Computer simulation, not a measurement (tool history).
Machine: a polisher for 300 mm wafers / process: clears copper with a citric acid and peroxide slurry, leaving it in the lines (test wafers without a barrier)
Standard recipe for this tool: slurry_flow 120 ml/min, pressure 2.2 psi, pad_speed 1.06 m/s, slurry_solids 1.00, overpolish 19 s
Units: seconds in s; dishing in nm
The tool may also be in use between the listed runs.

| run | hour | slurry_flow | pressure | pad_speed | slurry_solids | overpolish | incoming thickness of the incoming film, nm | seconds | dishing |
|---|---|---|---|---|---|---|---|---|---|
| 1 | 0.0 | 120 | 2.2 | 1.06 | 1.20 | 19 | 273.6 | 156.6 | 21.1 |
|  | 46.5 | head pressure recalibrated |
|  | 52.8 | slurry nozzle cleaned |
| 2 | 79.8 | 120 | 2.2 | 1.06 | 1.20 | 19 | 275.2 | 163.1 | 20.1 |
|  | 154.3 | slurry blender recalibrated |
| 3 | 164.4 | 120 | 2.2 | 1.06 | 1.00 | 19 | 279.9 | 187.2 | 18.4 |
| 4 | 226.7 | 120 | 2.2 | 1.06 | 1.00 | 19 | 271.3 | 175.2 | 19.5 |
|  | 237.8 | worn pad replaced by a new one |
| 5 | 294.2 | 120 | 2.2 | 1.06 | 1.00 | 27 | 279.6 | 170.3 | 26.8 |
| 6 | 356.2 | 120 | 2.2 | 1.06 | 1.00 | 19 | 271.6 | 171.4 | 19.7 |
| 7 | 433.8 | 120 | 2.2 | 1.06 | 1.00 | 19 | 273.0 | 180.2 | 19.9 |
|  | 445.7 | worn pad replaced by a new one |
| 8 | 512.8 | 120 | 1.8 | 1.06 | 1.00 | 22 | 275.9 | 206.4 | 18.9 |
|  | 531.1 | slurry blender recalibrated |
| 9 | 595.8 | 120 | 2.7 | 1.06 | 1.15 | 9 | 272.6 | 130.5 | 12.6 |
|  | 618.7 | slurry nozzle cleaned |
|  | 670.0 | worn pad replaced by a new one |
|  | 714.5 | head pressure recalibrated |
| 10 | 897.7 | 120 | 3.0 | 0.96 | 1.25 | 19 | 277.1 | 132.1 | 25.4 |
|  | 913.1 | worn pad replaced by a new one |
|  | 931.6 | slurry blender recalibrated |
| 11 | 940.9 | 120 | 2.7 | 1.06 | 1.15 | 9 | 278.9 | 128.1 | 13.2 |
| 12 | 981.5 | 120 | 2.2 | 1.06 | 1.00 | 19 | 273.3 | 168.0 | 20.2 |
| 13 | 1037.4 | 120 | 2.2 | 1.06 | 0.90 | 15 | 275.0 | 186.2 | 15.0 |
| 14 | 1075.8 | 100 | 2.2 | 1.28 | 1.00 | 19 | 270.0 | 148.3 | 21.1 |
|  | 1156.1 | slurry nozzle cleaned |
|  | 1161.6 | worn pad replaced by a new one |
| 15 | 1163.5 | 95 | 2.2 | 1.06 | 1.25 | 19 | 275.1 | 152.5 | 21.2 |
| 16 | 1201.8 | 120 | 2.2 | 1.06 | 1.00 | 30 | 275.3 | 168.0 | 28.8 |

5 ways to go on from here, each from the tool as it stands after run 16. What would each give?
| A | 1202.3 | 120 | 1.9 | 1.06 | 1.00 | 19 | 276.8 | ? | ? |
| B | 1202.3 | 140 | 1.9 | 1.06 | 1.00 | 19 | 276.8 | ? | ? |
| C | 1202.3 | 120 | 2.2 | 1.06 | 1.00 | 26 | 276.8 | ? | ? |
| D | 1202.3 | 120 | 2.2 | 0.92 | 0.75 | 19 | 276.8 | ? | ? |
| E | 1202.3 | 80 | 2.6 | 1.06 | 1.20 | 29 | 276.8 | ? | ? |

| run | seconds | dishing |
|---|---|---|
| A | 195.1 | 17.6 |
| B | 190.9 | 18.0 |
| C | 169.3 | 26.7 |
| D | 211.9 | 16.4 |
| E | 143.6 | 34.2 |
Had the tool no hidden state, the same runs would have come out as:
| run | seconds | dishing |
|---|---|---|
| A | 182.5 | 18.7 |
| B | 178.6 | 19.1 |
| C | 158.4 | 28.3 |
| D | 198.3 | 17.5 |
| E | 134.3 | 36.2 |
